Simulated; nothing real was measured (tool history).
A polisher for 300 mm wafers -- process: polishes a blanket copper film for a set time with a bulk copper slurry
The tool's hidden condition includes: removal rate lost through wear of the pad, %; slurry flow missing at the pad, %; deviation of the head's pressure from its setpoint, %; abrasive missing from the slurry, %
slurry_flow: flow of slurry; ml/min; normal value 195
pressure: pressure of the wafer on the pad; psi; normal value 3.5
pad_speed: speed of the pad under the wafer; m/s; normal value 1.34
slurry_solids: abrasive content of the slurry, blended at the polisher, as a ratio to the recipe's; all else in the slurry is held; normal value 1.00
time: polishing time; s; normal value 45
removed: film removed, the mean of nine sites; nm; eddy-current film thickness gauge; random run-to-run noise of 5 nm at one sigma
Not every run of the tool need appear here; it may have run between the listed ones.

run	hour	slurry_flow	pressure	pad_speed	slurry_solids	time	wafers since the last listed run	wafers polished on this pad	hours since the slurry nozzle was cleaned	hours since the head pressure was calibrated	hours since the slurry blender was calibrated	incoming thickness of the incoming film, nm	removed
1	0.0	240	3.5	1.34	1.20	45	0	3438	517.9	990.1	62.6	2131.1	866.6
2	40.3	240	3.5	1.34	1.20	45	618	4056	558.2	1030.4	102.9	2105.3	871.8
# hour 70.8: head pressure recalibrated
3	90.1	195	2.9	1.34	0.80	45	733	4790	608.0	19.3	152.7	2162.4	614.0
# hour 129.7: slurry nozzle cleaned
4	154.0	195	2.9	1.34	0.80	45	965	5755	24.3	83.2	216.6	2137.7	615.9
5	230.9	195	2.9	1.34	0.80	45	1179	6934	101.2	160.1	293.5	2117.9	620.6
6	333.3	195	2.8	1.34	1.00	57	1571	8505	203.6	262.5	395.9	2131.4	806.8
# hour 338.4: worn pad replaced by a new one
7	394.2	195	3.5	1.34	1.00	45	872	856	264.5	323.4	456.8	2142.3	795.1
8	494.6	195	3.5	1.34	1.00	45	1540	2396	364.9	423.8	557.2	2102.1	805.8
# hour 525.4: slurry blender recalibrated
9	566.6	195	3.5	1.34	1.00	45	1073	3470	436.9	495.8	41.2	2157.6	802.4
10	621.0	195	3.5	1.34	1.00	45	834	4305	491.3	550.2	95.6	2142.6	801.6
11	690.3	195	3.5	1.34	1.00	45	1063	5368	560.6	619.5	164.9	2116.1	801.9
12	756.1	160	2.4	1.54	1.00	45	1009	6377	626.4	685.3	230.7	2108.8	607.7
# hour 828.9: worn pad replaced by a new one
13	829.4	195	3.5	1.34	1.00	32	1063	8	699.7	758.6	304.0	2170.8	562.5
# hour 866.7: slurry nozzle cleaned
14	924.5	195	3.5	1.34	1.00	45	1443	1451	57.8	853.7	399.1	2135.9	800.7
15	1138.7	195	3.5	1.34	1.00	45	3286	4737	272.0	1067.9	613.3	2119.9	807.8
# hour 1166.5: slurry blender recalibrated
# hour 1177.1: head pressure recalibrated
# hour 1351.7: worn pad replaced by a new one
16	1427.0	195	3.5	1.34	1.00	45	4300	1155	560.3	249.9	260.5	2144.9	800.1
17	1504.4	195	3.5	1.34	1.00	45	1187	2342	637.7	327.3	337.9	2162.1	802.6
# hour 1551.0: slurry nozzle cleaned
18	1581.1	195	3.5	1.34	1.00	45	1161	3504	30.1	404.0	414.6	2095.6	798.7
19	1639.5	195	3.5	1.34	1.00	45	895	4399	88.5	462.4	473.0	2119.8	800.3
20	1686.2	195	3.5	1.34	1.15	45	716	5116	135.2	509.1	519.7	2164.7	833.8
21	1781.2	195	3.5	1.14	1.00	45	1457	6573	230.2	604.1	614.7	2161.9	683.1
# hour 1788.3: slurry blender recalibrated
22	1870.8	195	3.5	1.34	1.00	45	1343	7917	319.8	693.7	82.5	2138.4	795.8
23	1907.7	245	3.5	1.34	1.00	45	566	8484	356.7	730.6	119.4	2125.5	822.3
# hour 1917.9: worn pad replaced by a new one
24	1990.1	255	3.5	1.34	1.30	51	1202	1107	439.1	813.0	201.8	2149.3	1015.6
25	2082.0	140	4.1	1.34	1.00	29	1409	2517	531.0	904.9	293.7	2117.8	561.4
26	2145.5	195	4.0	1.16	1.00	45	974	3491	594.5	968.4	357.2	2130.0	784.0
# hour 2180.3: head pressure recalibrated
27	2234.1	195	3.5	1.52	1.00	45	1328	4820	683.1	53.8	445.8	2133.9	899.9
# hour 2278.9: slurry nozzle cleaned
# hour 2317.7: slurry blender recalibrated
28	2330.8	195	2.3	1.00	1.00	58	1437	6257	51.9	150.5	13.1	2146.9	505.0
29	2413.1	195	3.5	1.34	0.80	45	1262	7520	134.2	232.8	95.4	2135.2	750.7

List, for all runs, the conditions of the tool that the log does not record:
removal rate lost through wear of the pad, %: 0 in every run
slurry flow missing at the pad, %: 0 in every run
deviation of the head's pressure from its setpoint, %: 0 in every run
abrasive missing from the slurry, %: 0 in every run

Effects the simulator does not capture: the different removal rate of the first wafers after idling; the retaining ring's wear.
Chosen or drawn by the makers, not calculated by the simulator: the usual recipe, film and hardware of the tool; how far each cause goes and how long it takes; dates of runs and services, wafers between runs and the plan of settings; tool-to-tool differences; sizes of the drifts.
